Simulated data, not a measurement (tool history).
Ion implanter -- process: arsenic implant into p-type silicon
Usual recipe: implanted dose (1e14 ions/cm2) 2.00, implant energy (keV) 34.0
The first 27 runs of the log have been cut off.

run    hour  implanted dose (1e14 ions/cm2)  implant energy (keV)  read-back reference wafer on the same gauge, sheet resistance  sheet resistance of the implanted and annealed layer (ohm/square)
 28  1919.6                            2.00                  34.0                                                         445.47                                                             398.96
 29  2017.3                            2.00                  34.0                                                         446.01                                                             400.33
     2030.1  -- Faraday cup replaced and dose calibrated
 30  2123.4                            2.27                  22.5                                                         446.45                                                             374.15
 31  2223.5                            1.44                  24.5                                                         445.90                                                             521.55
 32  2305.4                            1.41                  34.0                                                         445.43                                                             500.85
 33  2366.9                            2.27                  28.5                                                         445.99                                                             365.43
 34  2434.2                            1.65                  22.5                                                         445.94                                                             478.69
 35  2516.3                            2.26                  39.5                                                         446.31                                                             351.59
 36  2553.5                            1.67                  34.0                                                         446.01                                                             446.62
 37  2808.8                            2.00                  45.0                                                         445.93                                                             379.44
 38  2849.0                            2.00                  34.0                                                         446.03                                                             394.99

Each row is a separate what-if for the run after 38, all from the same tool condition, not one after another. Results?
  A  2849.4                            1.72                  34.0                                                              ?                                                                  ?
  B  2849.4                            1.79                  31.0                                                              ?                                                                  ?
  C  2849.4                            1.78                  34.0                                                              ?                                                                  ?

run  read-back reference wafer on the same gauge, sheet resistance  sheet resistance of the implanted and annealed layer (ohm/square)
  A                                                         445.95                                                             439.99
  B                                                         445.95                                                             433.71
  C                                                         445.95                                                             429.30
Had the tool no hidden state, the same runs would have come out as:
run  sheet resistance of the implanted and annealed layer (ohm/square)
  A                                                             428.13
  B                                                             421.88
  C                                                             417.68

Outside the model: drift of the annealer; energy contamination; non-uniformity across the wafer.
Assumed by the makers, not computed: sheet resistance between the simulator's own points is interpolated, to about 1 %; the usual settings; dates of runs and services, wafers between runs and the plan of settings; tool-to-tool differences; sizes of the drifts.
